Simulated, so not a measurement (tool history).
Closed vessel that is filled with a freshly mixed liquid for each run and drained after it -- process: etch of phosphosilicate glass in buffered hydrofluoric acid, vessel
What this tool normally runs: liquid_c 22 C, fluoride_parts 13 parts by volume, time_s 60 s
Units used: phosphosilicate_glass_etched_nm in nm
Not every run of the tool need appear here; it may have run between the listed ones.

run   hour  liquid_c  fluoride_parts  time_s  wafers since the last listed run  hours since the thermometer was replaced  hours since the hydrofluoric acid flow meter was replaced  hours since the gauge calibration  read-back film thickness of the phosphosilicate glass reference wafer, read on the same gauge (nm)  phosphosilicate_glass_etched_nm
  1      0        22              10      60                                 0                                    2729.2                                                     1003.5                              196.4                                                                                                  70                           365.27
  2     12        22              13      60                              1662                                    2741.2                                                     1015.5                              208.4                                                                                               70.02                           279.25
  3   27.4        22              13      60                              2133                                    2756.6                                                     1030.9                              223.8                                                                                               70.01                           281.01
  4   43.8        22              13      60                              2271                                      2773                                                     1047.3                              240.2                                                                                               70.02                           279.61
  5   76.1        22              13      60                              4474                                    2805.3                                                     1079.6                              272.5                                                                                               69.99                           279.62
  6  101.1        22              13      60                              3462                                    2830.3                                                     1104.6                              297.5                                                                                               70.03                           274.77
  7  123.8        22              13      50                              3144                                      2853                                                     1127.3                              320.2                                                                                                  70                           230.29
  8  155.2        22              13      50                              4349                                    2884.4                                                     1158.7                              351.6                                                                                               70.01                           231.57
  9  172.2        22              13      60                              2354                                    2901.4                                                     1175.7                              368.6                                                                                               70.01                           273.91
     190.6  -- thermometer replaced
 10  202.9        22              13      60                              4113                                      12.3                                                     1206.4                              399.3                                                                                               70.04                           276.13
 11  218.4        22              13      60                              2146                                      27.8                                                     1221.9                              414.8                                                                                               69.99                           276.33
 12  247.1        22              13      60                              3975                                      56.5                                                     1250.6                              443.5                                                                                               69.97                           273.39
 13  260.7      23.5              13      60                              1883                                      70.1                                                     1264.2                              457.1                                                                                               70.04                           297.95
     275.8  -- gauge calibrated
 14  282.1      19.5              13      60                              2964                                      91.5                                                     1285.6                                6.3                                                                                               70.01                           237.15
     289.8  -- hydrofluoric acid flow meter replaced
 15  307.5        20              13      95                              3379                                     116.9                                                       17.7                               31.7                                                                                               70.02                            430.4
 16  334.6        25            15.5      60                              3753                                       144                                                       44.8                               58.8                                                                                               69.99                           304.81
 17  360.9        20              13      75                              3642                                     170.3                                                       71.1                               85.1                                                                                               69.99                           338.23
 18  388.5        22              13      30                              3823                                     197.9                                                       98.7                              112.7                                                                                               70.02                           152.78

What if the next run were any one of these 3? Each begins from the tool's condition after run 18:
  A  389.2        22              13      60                                96                                     198.6                                                       99.4                              113.4                                                                                                   ?                                ?
  B  389.2      24.5              15      90                                96                                     198.6                                                       99.4                              113.4                                                                                                   ?                                ?
  C  389.2        18              13      40                                96                                     198.6                                                       99.4                              113.4                                                                                                   ?                                ?

run  read-back film thickness of the phosphosilicate glass reference wafer, read on the same gauge (nm)  phosphosilicate_glass_etched_nm
  A                                                                                               70.03                           303.72
  B                                                                                               70.03                           454.12
  C                                                                                               70.03                           161.82
The same runs, with their run-to-run variation unchanged, on a tool lacking any hidden condition would have given:
run  phosphosilicate_glass_etched_nm
  A                           306.67
  B                           458.52
  C                           163.39

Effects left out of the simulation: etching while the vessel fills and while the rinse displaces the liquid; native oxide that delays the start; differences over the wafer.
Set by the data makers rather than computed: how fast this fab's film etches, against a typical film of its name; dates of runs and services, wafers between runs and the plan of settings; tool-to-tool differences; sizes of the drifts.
